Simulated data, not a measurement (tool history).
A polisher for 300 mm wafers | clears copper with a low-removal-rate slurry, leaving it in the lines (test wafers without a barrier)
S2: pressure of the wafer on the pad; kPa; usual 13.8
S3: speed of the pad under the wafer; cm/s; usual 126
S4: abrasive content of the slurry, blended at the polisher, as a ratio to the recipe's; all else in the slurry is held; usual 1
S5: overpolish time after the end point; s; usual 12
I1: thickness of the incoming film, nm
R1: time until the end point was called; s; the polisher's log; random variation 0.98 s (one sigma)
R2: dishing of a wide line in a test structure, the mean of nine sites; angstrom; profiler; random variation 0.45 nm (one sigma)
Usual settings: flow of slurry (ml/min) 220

Run 1, day 0: usual settings; I1 193.3. Result: R1 95.1 s, R2 164 angstrom.
At day 0.204: worn pad replaced by a new one.
Run 2, day 2.142: usual settings; I1 193.4. Result: R1 95 s, R2 160 angstrom.
Run 3, day 4.171: usual settings; I1 196.2. Result: R1 95 s, R2 166 angstrom.
Run 4, day 5.829: usual settings; I1 194.9. Result: R1 96.6 s, R2 166 angstrom.
At day 7.942: slurry nozzle cleaned.
Run 5, day 7.967: usual settings but flow of slurry (ml/min) 200, S3 100 cm/s; I1 194.8. Result: R1 121.1 s, R2 133 angstrom.
Run 6, day 11.375: usual settings but flow of slurry (ml/min) 200, S3 100 cm/s; I1 196.3. Result: R1 122.9 s, R2 133 angstrom.
At day 15.238: slurry blender recalibrated, repeated, since the last time left the tool worse.
At day 24.483: worn pad replaced by a new one.
Run 7, day 24.504: usual settings but flow of slurry (ml/min) 200, S3 100 cm/s; I1 192.7. Result: R1 102.2 s, R2 151 angstrom.
Run 8, day 27.946: usual settings but S3 138 cm/s; I1 193.3. Result: R1 74.4 s, R2 196 angstrom.
At day 29.325: head pressure recalibrated.
Run 9, day 30.125: usual settings but S3 166 cm/s, S5 8 s; I1 193.5. Result: R1 61.8 s, R2 169 angstrom.
Run 10, day 33.817: usual settings; I1 195.8. Result: R1 83.4 s, R2 190 angstrom.
Run 11, day 37.654: usual settings but S3 98 cm/s, S4 1.15, S5 17 s; I1 192. Result: R1 100.6 s, R2 212 angstrom.
At day 39.125: slurry nozzle cleaned.
Run 12, day 41.083: usual settings but flow of slurry (ml/min) 260, S2 9.7 kPa, S4 1.25, S5 5 s; I1 194.6. Result: R1 111.1 s, R2 65 angstrom.
Run 13, day 44: usual settings; I1 195.2. Result: R1 83.7 s, R2 186 angstrom.
At day 45.158: slurry blender recalibrated.
Run 14, day 47.154: usual settings; I1 192.9. Result: R1 77.5 s, R2 192 angstrom.
Run 15, day 51.388: usual settings but flow of slurry (ml/min) 170; I1 195.5. Result: R1 81.7 s, R2 190 angstrom.
At day 52.267: worn pad replaced by a new one.
Run 16, day 54.375: usual settings; I1 193.9. Result: R1 80.2 s, R2 199 angstrom.
Run 17, day 57.596: usual settings but S3 112 cm/s, S5 10 s; I1 194.5. Result: R1 90.8 s, R2 148 angstrom.
Run 18, day 60.508: usual settings but S3 168 cm/s; I1 193.9. Result: R1 61.2 s, R2 246 angstrom.
Run 19, day 64.533: usual settings; I1 198. Result: R1 83.3 s, R2 191 angstrom.
Run 20, day 66.488: usual settings but S3 86 cm/s; I1 195. Result: R1 119.8 s, R2 133 angstrom.
Run 21, day 68.383: usual settings; I1 193.4. Result: R1 82.3 s, R2 193 angstrom.
At day 70.071: slurry nozzle cleaned.
Run 22, day 70.408: usual settings; I1 194.5. Result: R1 82.3 s, R2 192 angstrom.
Run 23, day 72.562: usual settings but S3 102 cm/s; I1 194.3. Result: R1 101.2 s, R2 159 angstrom.
At day 72.708: slurry blender recalibrated.
Run 24, day 76.417: usual settings but S3 148 cm/s; I1 198. Result: R1 66.5 s, R2 234 angstrom.
At day 76.917: head pressure recalibrated.
At day 79.412: worn pad replaced by a new one.
Run 25, day 89.55: usual settings but S5 6 s; I1 193.4. Result: R1 79.4 s, R2 104 angstrom.
Run 26, day 92.304: usual settings but S2 17.9 kPa, S4 0.7, S5 6 s; I1 197.8. Result: R1 71 s, R2 121 angstrom.
Run 27, day 95.612: usual settings but flow of slurry (ml/min) 175, S4 0.8, S5 15 s; I1 199. Result: R1 93.1 s, R2 208 angstrom.

5 ways to go on from here, each from the tool as it stands after run 27. What would each give?
Run A, day 95.633: usual settings; I1 194.1. Result: R1 ?, R2 ?.
Run B, day 95.633: usual settings but S2 18.6 kPa, S5 10 s; I1 194.1. Result: R1 ?, R2 ?.
Run C, day 95.633: usual settings but flow of slurry (ml/min) 200, S3 164 cm/s, S5 15 s; I1 194.1. Result: R1 ?, R2 ?.
Run D, day 95.633: usual settings but S2 17.9 kPa, S3 156 cm/s, S5 9 s; I1 194.1. Result: R1 ?, R2 ?.
Run E, day 95.633: usual settings but S3 156 cm/s; I1 194.1. Result: R1 ?, R2 ?.

run    R1   R2
  A  82.7  189
  B  61.3  212
  C  64.1  286
  D  51.4  226
  E  66.8  229
Without the tool's hidden state the same runs would have given:
run    R1   R2
  A  78.1  199
  B  57.8  224
  C  60.5  300
  D  48.5  238
  E  63.1  240
